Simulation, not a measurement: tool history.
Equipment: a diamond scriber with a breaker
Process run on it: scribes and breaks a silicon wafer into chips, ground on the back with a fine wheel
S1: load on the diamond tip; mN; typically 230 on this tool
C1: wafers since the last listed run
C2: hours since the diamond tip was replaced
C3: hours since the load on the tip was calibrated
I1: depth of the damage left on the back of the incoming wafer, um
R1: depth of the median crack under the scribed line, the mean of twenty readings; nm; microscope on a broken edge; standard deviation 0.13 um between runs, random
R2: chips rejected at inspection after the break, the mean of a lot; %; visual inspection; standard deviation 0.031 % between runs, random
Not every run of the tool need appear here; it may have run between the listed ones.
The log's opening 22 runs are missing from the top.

Run 23, day 65.608: usual settings; C1 200; C2 341.1; C3 354.9; I1 2.79. Result: R1 13270 nm, R2 1.30 %.
Run 24, day 69.971: usual settings but S1 209 mN; C1 366; C2 445.8; C3 459.6; I1 2.32. Result: R1 11850 nm, R2 2.05 %.
Run 25, day 72.375: usual settings but S1 212 mN; C1 201; C2 503.5; C3 517.3; I1 2.83. Result: R1 11730 nm, R2 2.36 %.
Run 26, day 74.521: usual settings but S1 188 mN; C1 180; C2 555.0; C3 568.8; I1 1.69. Result: R1 10370 nm, R2 5.32 %.
Run 27, day 76.425: usual settings; C1 159; C2 600.7; C3 614.5; I1 2.09. Result: R1 12990 nm, R2 0.86 %.
Run 28, day 82.004: usual settings but S1 279 mN; C1 468; C2 734.6; C3 748.4; I1 2.21. Result: R1 15700 nm, R2 3.37 %.
Run 29, day 84.112: usual settings but S1 253 mN; C1 176; C2 785.2; C3 799.0; I1 2.73. Result: R1 14130 nm, R2 1.50 %.
Run 30, day 85.942: usual settings; C1 153; C2 829.1; C3 842.9; I1 1.58. Result: R1 12860 nm, R2 0.71 %.
Run 31, day 87.750: usual settings but S1 250 mN; C1 151; C2 872.5; C3 886.3; I1 2.30. Result: R1 13790 nm, R2 1.08 %.
Run 32, day 91.762: usual settings but S1 195 mN; C1 336; C2 968.8; C3 982.6; I1 2.36. Result: R1 10450 nm, R2 5.70 %.
At day 92.621: diamond tip replaced by a new one.
Run 33, day 95.867: usual settings; C1 337; C2 77.9; C3 1081.1; I1 2.18. Result: R1 12460 nm, R2 1.24 %.
Run 34, day 99.321: usual settings but S1 278 mN; C1 289; C2 160.8; C3 1164.0; I1 2.19. Result: R1 14910 nm, R2 2.16 %.
Run 35, day 101.296: usual settings; C1 165; C2 208.2; C3 1211.4; I1 1.75. Result: R1 12040 nm, R2 1.30 %.
Run 36, day 104.792: usual settings but S1 163 mN; C1 293; C2 292.1; C3 1295.3; I1 2.32. Result: R1 7990 nm, R2 20.13 %.
Run 37, day 109.183: usual settings; C1 368; C2 397.5; C3 1400.7; I1 2.15. Result: R1 11670 nm, R2 2.14 %.
Run 38, day 113.288: usual settings but S1 270 mN; C1 344; C2 496.0; C3 1499.2; I1 1.64. Result: R1 13640 nm, R2 0.73 %.
Run 39, day 114.983: usual settings but S1 202 mN; C1 142; C2 536.7; C3 1539.9; I1 1.63. Result: R1 9800 nm, R2 7.32 %.
Run 40, day 116.588: usual settings; C1 134; C2 575.2; C3 1578.4; I1 2.85. Result: R1 11400 nm, R2 3.38 %.

Alternative continuations, all from the tool just after run 40; predict every row:
Run A, day 116.612: usual settings but S1 207 mN; C1 2; C2 575.8; C3 1579.0; I1 1.60. Result: R1 ?, R2 ?.
Run B, day 116.612: usual settings but S1 180 mN; C1 2; C2 575.8; C3 1579.0; I1 1.60. Result: R1 ?, R2 ?.
Run C, day 116.612: usual settings but S1 260 mN; C1 2; C2 575.8; C3 1579.0; I1 1.60. Result: R1 ?, R2 ?.
Run D, day 116.612: usual settings but S1 193 mN; C1 2; C2 575.8; C3 1579.0; I1 1.60. Result: R1 ?, R2 ?.
Run E, day 116.612: usual settings but S1 257 mN; C1 2; C2 575.8; C3 1579.0; I1 1.60. Result: R1 ?, R2 ?.

run     R1     R2
  A  10320   6.74
  B   8750  16.02
  C  13090   0.74
  D   9520  10.83
  E  12940   0.80
What these runs would have given with no unlogged condition in the tool:
run     R1    R2
  A  11920  1.92
  B  10110  7.67
  C  15130  2.05
  D  11000  4.17
  E  14960  1.81

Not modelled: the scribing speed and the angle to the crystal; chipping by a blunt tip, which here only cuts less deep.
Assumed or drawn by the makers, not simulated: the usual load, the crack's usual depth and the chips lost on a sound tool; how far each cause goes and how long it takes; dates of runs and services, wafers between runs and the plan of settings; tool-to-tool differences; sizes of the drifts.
